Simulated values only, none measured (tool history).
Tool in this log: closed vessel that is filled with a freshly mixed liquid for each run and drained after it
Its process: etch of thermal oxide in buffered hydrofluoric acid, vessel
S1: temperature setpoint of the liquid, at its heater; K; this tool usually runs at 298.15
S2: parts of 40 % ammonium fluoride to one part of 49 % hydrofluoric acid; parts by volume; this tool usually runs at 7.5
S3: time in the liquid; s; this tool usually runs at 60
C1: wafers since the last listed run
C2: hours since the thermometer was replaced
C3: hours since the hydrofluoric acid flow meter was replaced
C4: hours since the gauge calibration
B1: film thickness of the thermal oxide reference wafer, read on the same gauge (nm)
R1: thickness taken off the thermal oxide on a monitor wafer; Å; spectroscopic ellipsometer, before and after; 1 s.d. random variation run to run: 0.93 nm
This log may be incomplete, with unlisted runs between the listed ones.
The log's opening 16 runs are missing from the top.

{"run": 17, "hour": 424.0, "S1": 301.65, "S2": 10, "S3": 45, "C1": 2894, "C2": 1986.8, "C3": 217.3, "C4": 187, "B1": 100.18, "R1": 735.6}
{"run": 18, "hour": 447.4, "S1": 298.15, "S2": 7.5, "S3": 50, "C1": 2472, "C2": 2010.2, "C3": 240.7, "C4": 210.4, "B1": 100.27, "R1": 863}
{"run": 19, "hour": 469.8, "S1": 301.15, "S2": 7.5, "S3": 80, "C1": 2366, "C2": 2032.6, "C3": 263.1, "C4": 232.8, "B1": 100.32, "R1": 1635}
{"run": 20, "hour": 499.7, "S1": 298.15, "S2": 7.5, "S3": 30, "C1": 3158, "C2": 2062.5, "C3": 293, "C4": 262.7, "B1": 100.45, "R1": 528.5}
{"run": 21, "hour": 534.2, "S1": 298.15, "S2": 7.5, "S3": 85, "C1": 3644, "C2": 2097, "C3": 327.5, "C4": 297.2, "B1": 100.54, "R1": 1488}
{"run": 22, "hour": 568.6, "S1": 298.15, "S2": 7.5, "S3": 60, "C1": 3634, "C2": 2131.4, "C3": 361.9, "C4": 331.6, "B1": 100.62, "R1": 1054.8}
{"hour": 576.8, "done": "thermometer replaced"}
{"run": 23, "hour": 595.3, "S1": 298.15, "S2": 7.5, "S3": 60, "C1": 2715, "C2": 18.5, "C3": 388.6, "C4": 358.3, "B1": 100.74, "R1": 1044.4}
{"run": 24, "hour": 623.8, "S1": 298.15, "S2": 7.5, "S3": 75, "C1": 3010, "C2": 47, "C3": 417.1, "C4": 386.8, "B1": 100.84, "R1": 1294}

The next listed run, before its measurement:
{"run": 25, "hour": 647.4, "S1": 300.15, "S2": 7.5, "S3": 60, "C1": 2493, "C2": 70.6, "C3": 440.7, "C4": 410.4, "B1": "?", "R1": "?"}

{"run 25": {"B1": 100.87, "R1": 1162.9}}
If the tool had no hidden condition, the same run with the same run-to-run variation would have returned R1 1152.5 Å.
